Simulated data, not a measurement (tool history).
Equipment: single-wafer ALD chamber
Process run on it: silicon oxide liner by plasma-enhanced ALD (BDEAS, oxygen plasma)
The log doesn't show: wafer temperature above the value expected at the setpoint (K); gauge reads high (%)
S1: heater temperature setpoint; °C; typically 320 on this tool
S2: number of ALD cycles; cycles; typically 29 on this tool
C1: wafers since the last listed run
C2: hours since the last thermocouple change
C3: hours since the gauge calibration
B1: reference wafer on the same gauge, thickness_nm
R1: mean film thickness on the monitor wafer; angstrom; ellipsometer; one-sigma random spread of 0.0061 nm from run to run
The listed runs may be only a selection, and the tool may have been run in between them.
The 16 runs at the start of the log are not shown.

run     day   S1  S2   C1     C2     C3     B1     R1
 17      21  320  29  272  164.7  175.4  2.358   24.4
 18  21.862  329  34  178  185.4  196.1  2.359  28.17
 19  22.904  331  26  215  210.4  221.1  2.359  21.39
 20  23.862  330  27  198  233.4  244.1  2.359  22.19
 21  24.529  331  35  137  249.4  260.1  2.359  28.72
 22  25.808  320  29  264  280.1  290.8  2.362  24.38
 23  27.288  320  29  306  315.6  326.3  2.359  24.29
 24  27.846  316  27  115    329  339.7  2.359  22.71
 25  29.033  320  29  245  357.5  368.2   2.36  24.26
 26  30.058  311  27  212  382.1  392.8  2.361  23.04
 27  30.671  331  26  126  396.8  407.5   2.36  21.47
 28   31.95  324  24  264  427.5  438.2  2.359  20.03
 29  32.517  320  33  117  441.1  451.8  2.362  27.72
 30  33.579  307  24  219  466.6  477.3  2.358  20.66
 31  34.425  320  29  175  486.9  497.6  2.362  24.41
 32  35.883  320  29  301  521.9  532.6  2.363  24.35

Consider 5 possible next runs. They are alternatives, not a sequence: every one starts from the tool as it was left by run 32. What does each give?
  A  35.9  311  29   3  522.3  533   ?   ?
  B  35.9  331  29   3  522.3  533   ?   ?
  C  35.9  312  23   3  522.3  533   ?   ?
  D  35.9  311  33   3  522.3  533   ?   ?
  E  35.9  320  34   3  522.3  533   ?   ?

run     B1     R1
  A  2.359  24.75
  B  2.359  23.95
  C  2.359   19.6
  D  2.359  28.17
  E  2.359   28.6
The same runs, with their run-to-run variation unchanged, on a tool lacking any hidden condition would have given:
run     R1
  A  24.75
  B  23.95
  C   19.6
  D  28.17
  E   28.6

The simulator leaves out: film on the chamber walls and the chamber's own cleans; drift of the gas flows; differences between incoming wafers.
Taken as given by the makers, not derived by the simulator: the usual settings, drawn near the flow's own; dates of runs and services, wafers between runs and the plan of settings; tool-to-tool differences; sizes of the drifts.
